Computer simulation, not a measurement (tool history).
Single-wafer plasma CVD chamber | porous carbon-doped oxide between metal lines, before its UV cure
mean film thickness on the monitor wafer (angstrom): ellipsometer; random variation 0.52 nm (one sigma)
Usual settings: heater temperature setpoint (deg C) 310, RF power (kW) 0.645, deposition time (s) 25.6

run    hour  heater temperature setpoint (deg C)  RF power (kW)  deposition time (s)  wafers since the last listed run  hours since the last thermocouple change  hours since the last RF generator calibration  hours since the showerhead was replaced  hours since the gauge calibration  read-back reference wafer on the same gauge, thickness_nm  mean film thickness on the monitor wafer (angstrom)
  1       0                                  310          0.645                 25.6                                 0                                    1381.4                                         1105.7                                   4957.9                              685.5                                                    128.934                                              1587.79
  2   104.1                                  310          0.645                 25.6                              2209                                    1485.5                                         1209.8                                     5062                              789.6                                                    128.852                                              1593.05
  3   185.2                                  310          0.645                 25.6                              1721                                    1566.6                                         1290.9                                   5143.1                              870.7                                                    129.141                                               1595.5
  4   250.2                                  310            0.7                 27.5                              1379                                    1631.6                                         1355.9                                   5208.1                              935.7                                                    128.943                                              1783.93
  5   302.2                                  310            0.7                 27.5                              1103                                    1683.6                                         1407.9                                   5260.1                              987.7                                                    128.873                                              1779.42
  6   339.9                                  316          0.645                 25.6                               800                                    1721.3                                         1445.6                                   5297.8                             1025.4                                                    129.002                                               1537.9
  7   390.2                                  310          0.645                 25.6                              1067                                    1771.6                                         1495.9                                   5348.1                             1075.7                                                    129.075                                              1596.44
  8   446.9                                  310          0.745                 28.5                              1203                                    1828.3                                         1552.6                                   5404.8                             1132.4                                                    129.117                                              1925.78
  9   489.2                                  310          0.645                 25.6                               897                                    1870.6                                         1594.9                                   5447.1                             1174.7                                                    128.839                                              1582.14
 10   562.7                                  310          0.645                 25.6                              1559                                    1944.1                                         1668.4                                   5520.6                             1248.2                                                    128.839                                              1580.82
 11   646.4                                  299          0.645                 25.6                              1776                                    2027.8                                         1752.1                                   5604.3                             1331.9                                                    129.102                                              1679.78
 12   705.4                                  310           0.74                 25.6                              1252                                    2086.8                                         1811.1                                   5663.3                             1390.9                                                    128.976                                              1711.25
      760.8  -- showerhead replaced, of another model than before
 13   761.3                                  310           0.74                 25.6                              1016                                    2142.7                                           1867                                      0.5                             1446.8                                                    128.833                                              1801.33
 14   863.7                                  310           0.57                 21.6                              2173                                    2245.1                                         1969.4                                    102.9                             1549.2                                                     128.92                                              1182.04
 15   907.4                                  299          0.645                 25.6                               927                                    2288.8                                         2013.1                                    146.6                             1592.9                                                    129.014                                              1686.23
 16   946.9                                  310          0.645                 25.6                               838                                    2328.3                                         2052.6                                    186.1                             1632.4                                                    128.968                                              1573.23
 17  1053.9                                  320          0.765                 25.6                              2270                                    2435.3                                         2159.6                                    293.1                             1739.4                                                    129.037                                              1753.28
     1084.2  -- RF generator calibrated
 18  1098.6                                  322          0.645                 25.6                               778                                      2480                                           14.4                                    337.8                             1784.1                                                    129.009                                              1468.92
 19  1196.1                                  321          0.645                 29.8                              2069                                    2577.5                                          111.9                                    435.3                             1881.6                                                    129.006                                              1714.38
     1278.7  -- gauge calibrated
 20  1280.6                                  310          0.645                 25.6                              1793                                      2662                                          196.4                                    519.8                                1.9                                                    128.995                                              1570.65
 21  1369.6                                  315          0.595                 30.7                              1888                                      2751                                          285.4                                    608.8                               90.9                                                     128.89                                              1678.19
 22  1447.5                                  295           0.71                 25.6                              1653                                    2828.9                                          363.3                                    686.7                              168.8                                                    128.976                                              1862.51
     1568.2  -- thermocouple changed; heater temperature recalibrated
 23  1713.7                                  324           0.57                   21                              5479                                     145.5                                          629.5                                    952.9                                435                                                    128.921                                              1081.88
 24  1846.8                                  310          0.645                 25.6                              2824                                     278.6                                          762.6                                     1086                              568.1                                                     129.16                                              1592.64
 25  1904.6                                  322           0.72                 20.8                              1226                                     336.4                                          820.4                                   1143.8                              625.9                                                    128.887                                              1352.47
 26  1968.3                                  310          0.645                 25.6                              1351                                     400.1                                          884.1                                   1207.5                              689.6                                                    128.929                                              1601.35

Forecast each of these 3 alternatives for the next run:
  A  1968.7                                  310          0.715                 25.6                                 8                                     400.5                                          884.5                                   1207.9                                690                                                          ?                                                    ?
  B  1968.7                                  300           0.69                 30.4                                 8                                     400.5                                          884.5                                   1207.9                                690                                                          ?                                                    ?
  C  1968.7                                  318           0.73                 27.8                                 8                                     400.5                                          884.5                                   1207.9                                690                                                          ?                                                    ?

run  read-back reference wafer on the same gauge, thickness_nm  mean film thickness on the monitor wafer (angstrom)
  A                                                    128.861                                              1755.58
  B                                                    128.861                                              2126.19
  C                                                    128.861                                              1854.77
Without the tool's hidden state the same runs would have given:
run  mean film thickness on the monitor wafer (angstrom)
  A                                              1771.39
  B                                              2146.77
  C                                              1870.97
